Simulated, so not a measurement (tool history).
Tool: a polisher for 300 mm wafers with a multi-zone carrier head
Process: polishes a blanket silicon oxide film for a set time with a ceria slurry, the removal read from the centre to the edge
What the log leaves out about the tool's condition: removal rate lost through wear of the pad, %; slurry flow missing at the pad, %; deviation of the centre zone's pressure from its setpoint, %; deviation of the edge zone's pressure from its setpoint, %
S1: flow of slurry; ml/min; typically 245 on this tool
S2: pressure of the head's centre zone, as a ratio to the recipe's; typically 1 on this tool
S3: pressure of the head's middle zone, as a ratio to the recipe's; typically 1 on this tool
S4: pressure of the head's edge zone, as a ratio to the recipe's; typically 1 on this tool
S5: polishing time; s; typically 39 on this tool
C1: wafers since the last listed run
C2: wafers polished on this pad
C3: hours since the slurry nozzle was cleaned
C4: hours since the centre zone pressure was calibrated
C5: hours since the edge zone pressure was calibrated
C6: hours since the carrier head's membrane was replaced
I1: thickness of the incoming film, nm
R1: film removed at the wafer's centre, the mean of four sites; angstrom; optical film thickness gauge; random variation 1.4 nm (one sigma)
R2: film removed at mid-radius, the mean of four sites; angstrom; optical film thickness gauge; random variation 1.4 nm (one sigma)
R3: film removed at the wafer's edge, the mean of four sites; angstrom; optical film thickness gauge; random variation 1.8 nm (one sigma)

| run | day | S1 | S2 | S3 | S4 | S5 | C1 | C2 | C3 | C4 | C5 | C6 | I1 | R1 | R2 | R3 |
|---|---|---|---|---|---|---|---|---|---|---|---|---|---|---|---|---|
| 1 | 0 | 245 | 1 | 1 | 1 | 39 | 0 | 2400 | 18.1 | 142.9 | 100.8 | 437.3 | 745.2 | 1556 | 1684 | 1537 |
| 2 | 2.796 | 245 | 1.07 | 1.07 | 1 | 39 | 533 | 2934 | 85.2 | 210 | 167.9 | 504.4 | 754.6 | 1603 | 1789 | 1577 |
|  | 6.817 | worn pad replaced by a new one, of another model than before |
| 3 | 6.858 | 245 | 1 | 1 | 1 | 39 | 743 | 8 | 182.7 | 307.5 | 265.4 | 601.9 | 745.2 | 1562 | 1676 | 1558 |
| 4 | 11.038 | 245 | 1 | 1 | 1 | 39 | 797 | 805 | 283 | 407.8 | 365.7 | 702.2 | 755.7 | 1519 | 1685 | 1564 |
| 5 | 14.079 | 245 | 1 | 1 | 1 | 39 | 580 | 1386 | 356 | 480.8 | 438.7 | 775.2 | 749 | 1515 | 1665 | 1571 |
|  | 18.75 | slurry nozzle cleaned |
| 6 | 21.258 | 245 | 1 | 1 | 1 | 39 | 1362 | 2748 | 60.2 | 653.1 | 611 | 947.5 | 755.8 | 1510 | 1685 | 1558 |
|  | 22.921 | centre zone pressure recalibrated |
| 7 | 23.338 | 245 | 1 | 0.97 | 1 | 46 | 380 | 3129 | 110.1 | 10 | 660.9 | 997.4 | 740.5 | 1883 | 1914 | 1832 |
|  | 23.638 | edge zone pressure recalibrated |
| 8 | 27.383 | 245 | 1 | 1 | 1 | 39 | 756 | 3885 | 207.2 | 107.1 | 89.9 | 1094.5 | 748.6 | 1565 | 1687 | 1561 |
|  | 27.675 | worn pad replaced by a new one |
| 9 | 29.604 | 245 | 1 | 1.11 | 0.94 | 39 | 392 | 367 | 260.5 | 160.4 | 143.2 | 1147.8 | 749.5 | 1575 | 1822 | 1514 |
| 10 | 31.325 | 245 | 0.94 | 1 | 1 | 51 | 328 | 696 | 301.8 | 201.7 | 184.5 | 1189.1 | 765.9 | 2002 | 2207 | 2095 |
| 11 | 33.496 | 245 | 1 | 1 | 1 | 39 | 414 | 1110 | 353.9 | 253.8 | 236.6 | 1241.2 | 746.8 | 1551 | 1702 | 1562 |
| 12 | 36.996 | 245 | 0.9 | 1 | 0.89 | 39 | 667 | 1778 | 437.9 | 337.8 | 320.6 | 1325.2 | 745.8 | 1468 | 1689 | 1495 |
|  | 37.633 | slurry nozzle cleaned |
|  | 39.1 | carrier head's membrane replaced by a new one |
| 13 | 39.804 | 245 | 1 | 1 | 1 | 39 | 488 | 2266 | 52.1 | 405.2 | 388 | 16.9 | 751.8 | 1534 | 1707 | 1571 |
|  | 46.779 | centre zone pressure recalibrated |
|  | 48.629 | worn pad replaced by a new one |
| 14 | 50.496 | 245 | 1 | 0.93 | 1 | 39 | 1992 | 356 | 308.7 | 89.2 | 644.6 | 273.5 | 754.8 | 1577 | 1596 | 1557 |
| 15 | 53.475 | 285 | 1 | 1 | 1 | 49 | 568 | 924 | 380.2 | 160.7 | 716.1 | 345 | 752.6 | 1974 | 2172 | 2009 |
|  | 55.688 | edge zone pressure recalibrated |
|  | 56.588 | slurry nozzle cleaned |
| 16 | 57.708 | 245 | 1.04 | 1 | 1 | 39 | 784 | 1708 | 26.9 | 262.3 | 48.5 | 446.6 | 751.6 | 1578 | 1716 | 1564 |
| 17 | 61.771 | 245 | 1 | 1 | 1 | 39 | 775 | 2484 | 124.4 | 359.8 | 146 | 544.1 | 750.9 | 1546 | 1675 | 1570 |
|  | 66.117 | worn pad replaced by a new one |
| 18 | 66.146 | 330 | 0.96 | 1 | 1 | 31 | 803 | 5 | 229.4 | 464.8 | 251 | 649.1 | 735.6 | 1218 | 1402 | 1270 |
| 19 | 68.654 | 245 | 1.07 | 1 | 1 | 39 | 478 | 484 | 289.6 | 525 | 311.2 | 709.3 | 747.9 | 1591 | 1682 | 1564 |
|  | 69.875 | centre zone pressure recalibrated |
| 20 | 70.629 | 275 | 0.93 | 1 | 1.09 | 30 | 361 | 845 | 337 | 18.1 | 358.6 | 756.7 | 745.1 | 1194 | 1318 | 1270 |
|  | 73.567 | slurry nozzle cleaned |
| 21 | 73.875 | 190 | 1.08 | 1 | 1 | 39 | 611 | 1456 | 7.4 | 96 | 436.5 | 834.6 | 760.3 | 1586 | 1610 | 1527 |

Predict each of these 5 candidate next runs independently; none follows another, all start after run 21:
| A | 73.892 | 245 | 1 | 1 | 1 | 39 | 3 | 1459 | 7.8 | 96.4 | 436.9 | 835 | 738.8 | ? | ? | ? |
| B | 73.892 | 245 | 0.94 | 1 | 0.95 | 43 | 3 | 1459 | 7.8 | 96.4 | 436.9 | 835 | 738.8 | ? | ? | ? |
| C | 73.892 | 245 | 1 | 1 | 1 | 34 | 3 | 1459 | 7.8 | 96.4 | 436.9 | 835 | 738.8 | ? | ? | ? |
| D | 73.892 | 245 | 1.06 | 1 | 1 | 39 | 3 | 1459 | 7.8 | 96.4 | 436.9 | 835 | 738.8 | ? | ? | ? |
| E | 73.892 | 300 | 1 | 0.92 | 0.97 | 31 | 3 | 1459 | 7.8 | 96.4 | 436.9 | 835 | 738.8 | ? | ? | ? |

| run | R1 | R2 | R3 |
|---|---|---|---|
| A | 1563 | 1683 | 1585 |
| B | 1666 | 1856 | 1705 |
| C | 1363 | 1467 | 1381 |
| D | 1616 | 1682 | 1585 |
| E | 1275 | 1277 | 1265 |
Take away the tool's hidden state, keep each run's random variation, and the runs would have read:
| run | R1 | R2 | R3 |
|---|---|---|---|
| A | 1622 | 1682 | 1585 |
| B | 1728 | 1855 | 1705 |
| C | 1414 | 1467 | 1381 |
| D | 1677 | 1682 | 1585 |
| E | 1322 | 1277 | 1265 |
